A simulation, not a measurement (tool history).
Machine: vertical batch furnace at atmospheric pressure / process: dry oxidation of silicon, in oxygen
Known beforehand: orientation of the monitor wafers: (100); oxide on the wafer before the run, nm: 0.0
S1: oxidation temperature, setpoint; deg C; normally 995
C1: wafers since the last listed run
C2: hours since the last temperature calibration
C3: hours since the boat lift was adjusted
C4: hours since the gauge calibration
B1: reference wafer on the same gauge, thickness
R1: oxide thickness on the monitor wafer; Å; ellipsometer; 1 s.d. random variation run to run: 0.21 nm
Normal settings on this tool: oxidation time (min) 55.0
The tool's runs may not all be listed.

{"run": 1, "day": 0.0, "S1": 995, "oxidation time (min)": 55.0, "C1": 0, "C2": 2745.8, "C3": 1112.8, "C4": 424.0, "B1": 47.77, "R1": 460.2}
{"run": 2, "day": 1.771, "S1": 995, "oxidation time (min)": 55.0, "C1": 888, "C2": 2788.3, "C3": 1155.3, "C4": 466.5, "B1": 47.63, "R1": 458.4}
{"run": 3, "day": 4.371, "S1": 983, "oxidation time (min)": 55.0, "C1": 1304, "C2": 2850.7, "C3": 1217.7, "C4": 528.9, "B1": 47.66, "R1": 409.1}
{"run": 4, "day": 5.938, "S1": 983, "oxidation time (min)": 55.0, "C1": 786, "C2": 2888.3, "C3": 1255.3, "C4": 566.5, "B1": 47.72, "R1": 408.6}
{"run": 5, "day": 8.283, "S1": 983, "oxidation time (min)": 55.0, "C1": 1176, "C2": 2944.6, "C3": 1311.6, "C4": 622.8, "B1": 47.74, "R1": 404.6}
{"run": 6, "day": 10.346, "S1": 995, "oxidation time (min)": 55.0, "C1": 1034, "C2": 2994.1, "C3": 1361.1, "C4": 672.3, "B1": 47.75, "R1": 458.6}
{"run": 7, "day": 11.758, "S1": 995, "oxidation time (min)": 55.0, "C1": 708, "C2": 3028.0, "C3": 1395.0, "C4": 706.2, "B1": 47.67, "R1": 458.9}
{"run": 8, "day": 13.712, "S1": 988, "oxidation time (min)": 47.0, "C1": 980, "C2": 3074.9, "C3": 1441.9, "C4": 753.1, "B1": 47.72, "R1": 388.2}
{"run": 9, "day": 15.996, "S1": 988, "oxidation time (min)": 47.0, "C1": 1145, "C2": 3129.7, "C3": 1496.7, "C4": 807.9, "B1": 47.72, "R1": 386.2}
{"run": 10, "day": 17.612, "S1": 988, "oxidation time (min)": 47.0, "C1": 811, "C2": 3168.5, "C3": 1535.5, "C4": 846.7, "B1": 47.77, "R1": 384.5}
{"run": 11, "day": 19.504, "S1": 995, "oxidation time (min)": 55.0, "C1": 949, "C2": 3213.9, "C3": 1580.9, "C4": 892.1, "B1": 47.74, "R1": 459.9}
{"run": 12, "day": 21.583, "S1": 995, "oxidation time (min)": 55.0, "C1": 1043, "C2": 3263.8, "C3": 1630.8, "C4": 942.0, "B1": 47.74, "R1": 461.7}
{"run": 13, "day": 26.079, "S1": 995, "oxidation time (min)": 55.0, "C1": 2255, "C2": 3371.7, "C3": 1738.7, "C4": 1049.9, "B1": 47.67, "R1": 456.9}
{"run": 14, "day": 28.096, "S1": 995, "oxidation time (min)": 55.0, "C1": 1011, "C2": 3420.1, "C3": 1787.1, "C4": 1098.3, "B1": 47.72, "R1": 460.4}
{"run": 15, "day": 31.0, "S1": 995, "oxidation time (min)": 55.0, "C1": 1457, "C2": 3489.8, "C3": 1856.8, "C4": 1168.0, "B1": 47.71, "R1": 458.9}
{"day": 33.575, "done": "thermocouples replaced and temperature profile calibrated"}
{"run": 16, "day": 33.588, "S1": 995, "oxidation time (min)": 55.0, "C1": 796, "C2": 0.3, "C3": 1918.9, "C4": 1230.1, "B1": 47.65, "R1": 459.0}
{"day": 36.108, "done": "gauge calibrated"}
{"run": 17, "day": 36.233, "S1": 995, "oxidation time (min)": 55.0, "C1": 1327, "C2": 63.8, "C3": 1982.4, "C4": 3.0, "B1": 47.75, "R1": 461.1}
{"run": 18, "day": 37.504, "S1": 995, "oxidation time (min)": 55.0, "C1": 637, "C2": 94.3, "C3": 2012.9, "C4": 33.5, "B1": 47.71, "R1": 460.6}
{"run": 19, "day": 41.058, "S1": 995, "oxidation time (min)": 55.0, "C1": 1783, "C2": 179.6, "C3": 2098.2, "C4": 118.8, "B1": 47.72, "R1": 462.8}
{"run": 20, "day": 42.767, "S1": 995, "oxidation time (min)": 55.0, "C1": 857, "C2": 220.6, "C3": 2139.2, "C4": 159.8, "B1": 47.76, "R1": 456.9}
{"run": 21, "day": 44.962, "S1": 1008, "oxidation time (min)": 71.0, "C1": 1101, "C2": 273.3, "C3": 2191.9, "C4": 212.5, "B1": 47.61, "R1": 620.8}
{"run": 22, "day": 47.679, "S1": 995, "oxidation time (min)": 55.0, "C1": 1362, "C2": 338.5, "C3": 2257.1, "C4": 277.7, "B1": 47.71, "R1": 460.6}
{"run": 23, "day": 50.05, "S1": 995, "oxidation time (min)": 81.5, "C1": 1189, "C2": 395.4, "C3": 2314.0, "C4": 334.6, "B1": 47.66, "R1": 591.3}
{"run": 24, "day": 51.212, "S1": 995, "oxidation time (min)": 55.0, "C1": 583, "C2": 423.3, "C3": 2341.9, "C4": 362.5, "B1": 47.81, "R1": 457.6}
{"run": 25, "day": 52.604, "S1": 979, "oxidation time (min)": 80.5, "C1": 698, "C2": 456.7, "C3": 2375.3, "C4": 395.9, "B1": 47.74, "R1": 510.2}
{"run": 26, "day": 53.912, "S1": 980, "oxidation time (min)": 55.0, "C1": 656, "C2": 488.1, "C3": 2406.7, "C4": 427.3, "B1": 47.74, "R1": 401.0}
{"run": 27, "day": 56.45, "S1": 1006, "oxidation time (min)": 66.0, "C1": 1273, "C2": 549.0, "C3": 2467.6, "C4": 488.2, "B1": 47.64, "R1": 577.6}
{"day": 57.729, "done": "boat lift adjusted"}
{"run": 28, "day": 57.75, "S1": 1014, "oxidation time (min)": 70.0, "C1": 150, "C2": 580.2, "C3": 0.5, "C4": 519.4, "B1": 47.68, "R1": 643.7}
{"run": 29, "day": 58.575, "S1": 986, "oxidation time (min)": 70.5, "C1": 413, "C2": 600.0, "C3": 20.3, "C4": 539.2, "B1": 47.71, "R1": 493.5}
{"run": 30, "day": 60.6, "S1": 995, "oxidation time (min)": 55.0, "C1": 1015, "C2": 648.6, "C3": 68.9, "C4": 587.8, "B1": 47.74, "R1": 461.5}
{"run": 31, "day": 62.075, "S1": 978, "oxidation time (min)": 75.0, "C1": 740, "C2": 684.0, "C3": 104.3, "C4": 623.2, "B1": 47.75, "R1": 485.2}
{"run": 32, "day": 65.008, "S1": 987, "oxidation time (min)": 32.5, "C1": 1471, "C2": 754.4, "C3": 174.7, "C4": 693.6, "B1": 47.72, "R1": 308.2}
{"run": 33, "day": 66.271, "S1": 995, "oxidation time (min)": 55.0, "C1": 633, "C2": 784.7, "C3": 205.0, "C4": 723.9, "B1": 47.67, "R1": 458.2}
{"run": 34, "day": 68.883, "S1": 1008, "oxidation time (min)": 45.0, "C1": 1310, "C2": 847.4, "C3": 267.7, "C4": 786.6, "B1": 47.72, "R1": 461.6}
{"run": 35, "day": 71.746, "S1": 1006, "oxidation time (min)": 46.5, "C1": 1436, "C2": 916.1, "C3": 336.4, "C4": 855.3, "B1": 47.72, "R1": 461.0}
{"run": 36, "day": 73.608, "S1": 1010, "oxidation time (min)": 42.0, "C1": 934, "C2": 960.8, "C3": 381.1, "C4": 900.0, "B1": 47.68, "R1": 447.4}
{"run": 37, "day": 75.854, "S1": 977, "oxidation time (min)": 63.5, "C1": 1126, "C2": 1014.7, "C3": 435.0, "C4": 953.9, "B1": 47.72, "R1": 428.6}
{"run": 38, "day": 77.588, "S1": 995, "oxidation time (min)": 75.0, "C1": 869, "C2": 1056.3, "C3": 476.6, "C4": 995.5, "B1": 47.69, "R1": 566.1}
{"run": 39, "day": 84.067, "S1": 981, "oxidation time (min)": 37.0, "C1": 3250, "C2": 1211.8, "C3": 632.1, "C4": 1151.0, "B1": 47.63, "R1": 315.2}
{"run": 40, "day": 86.042, "S1": 1014, "oxidation time (min)": 44.0, "C1": 990, "C2": 1259.2, "C3": 679.5, "C4": 1198.4, "B1": 47.77, "R1": 480.4}

How the hidden state differs across the entries between the runs, from the last listed run before each to the first after it:
Run 15 -> run 16: thermocouples replaced and temperature profile calibrated (day 33.575)
  both runs share identical hidden conditions
Run 16 -> run 17: gauge calibrated (day 36.108)
  both runs share identical hidden conditions
Run 27 -> run 28: boat lift adjusted (day 57.729)
  both runs share identical hidden conditions

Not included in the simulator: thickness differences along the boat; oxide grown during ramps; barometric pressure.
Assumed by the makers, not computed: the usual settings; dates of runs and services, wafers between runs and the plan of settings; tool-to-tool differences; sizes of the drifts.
